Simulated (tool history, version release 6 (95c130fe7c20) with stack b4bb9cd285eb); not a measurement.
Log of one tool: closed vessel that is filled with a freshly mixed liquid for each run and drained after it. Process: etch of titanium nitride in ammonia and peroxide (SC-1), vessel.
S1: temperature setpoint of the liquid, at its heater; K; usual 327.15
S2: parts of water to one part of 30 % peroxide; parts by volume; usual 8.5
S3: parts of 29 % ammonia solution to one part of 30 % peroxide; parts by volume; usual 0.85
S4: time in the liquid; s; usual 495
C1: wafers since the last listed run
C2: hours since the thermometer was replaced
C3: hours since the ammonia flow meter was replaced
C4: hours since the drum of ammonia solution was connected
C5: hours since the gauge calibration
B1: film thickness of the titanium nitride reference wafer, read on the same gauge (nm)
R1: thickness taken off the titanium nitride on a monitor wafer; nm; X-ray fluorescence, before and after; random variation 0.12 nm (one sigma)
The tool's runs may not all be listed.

run   hour      S1    S2    S3   S4    C1      C2     C3     C4     C5     B1     R1
  1    0.0  327.15   5.5  0.85  390     0  2875.6  654.2  612.6  118.0  90.01  44.79
  2    6.9  327.15   5.5  0.85  390   461  2882.5  661.1  619.5  124.9  90.01  44.75
      21.0  -- gauge calibrated
  3   22.4  327.15   8.5  0.85  495  1036  2898.0  676.6  635.0    1.4  90.00  46.32
  4   36.0  327.15   8.5  0.85  495   909  2911.6  690.2  648.6   15.0  90.02  46.20
  5   53.3  327.15   8.5  0.85  495  1156  2928.9  707.5  665.9   32.3  89.99  46.41
  6   64.4  327.15   8.5  0.85  495   742  2940.0  718.6  677.0   43.4  90.01  46.06
  7   76.1  327.15   8.5  0.85  495   782  2951.7  730.3  688.7   55.1  90.01  46.24
  8   82.7  327.15   8.5  0.85  495   441  2958.3  736.9  695.3   61.7  89.99  46.42
  9   94.9  327.15   8.5  0.85  495   815  2970.5  749.1  707.5   73.9  90.00  46.60
 10  109.6  327.15   8.5  0.85  495   982  2985.2  763.8  722.2   88.6  90.00  46.51
 11  124.4  327.15   8.5  0.85  495   989  3000.0  778.6  737.0  103.4  90.00  46.66
 12  142.2  323.65  11.5  1.15  380  1189  3017.8  796.4  754.8  121.2  90.01  25.42
     156.4  -- gauge calibrated
 13  156.5  332.65   8.5  1.15  650   955  3032.1  810.7  769.1    0.1  89.99  91.64
 14  174.5  327.15   8.5  0.85  495  1203  3050.1  828.7  787.1   18.1  90.02  46.48
     176.0  -- ammonia flow meter replaced
     181.2  -- new drum of ammonia solution connected
 15  191.6  327.15   8.5  0.85  650  1009  3067.2   15.6   10.4   35.2  90.01  60.91
     194.2  -- thermometer replaced
 16  198.4  327.15   8.5  0.85  495   387     4.2   22.4   17.2   42.0  89.99  39.92
 17  215.2  324.15   8.5  0.85  495  1123    21.0   39.2   34.0   58.8  90.00  32.51
 18  225.6  323.15   8.5  0.75  620   695    31.4   49.6   44.4   69.2  90.00  37.38
 19  238.3  330.15   8.5  0.85  295   848    44.1   62.3   57.1   81.9  90.00  29.10
 20  256.2  327.15   6.0  1.20  340  1196    62.0   80.2   75.0   99.8  89.99  33.72

Forecast each of these 4 alternatives for the next run:
  A  257.0  327.15  8.5  0.85  495  53  62.8  81.0  75.8  100.6   ?   ?
  B  257.0  327.15  8.5  0.70  495  53  62.8  81.0  75.8  100.6   ?   ?
  C  257.0  327.15  8.5  0.95  495  53  62.8  81.0  75.8  100.6   ?   ?
  D  257.0  327.15  8.5  0.55  495  53  62.8  81.0  75.8  100.6   ?   ?

run     B1     R1
  A  90.01  39.78
  B  90.01  38.60
  C  90.01  40.44
  D  90.01  37.11
Without the tool's hidden state the same runs would have given:
run     R1
  A  39.08
  B  37.92
  C  39.73
  D  36.46
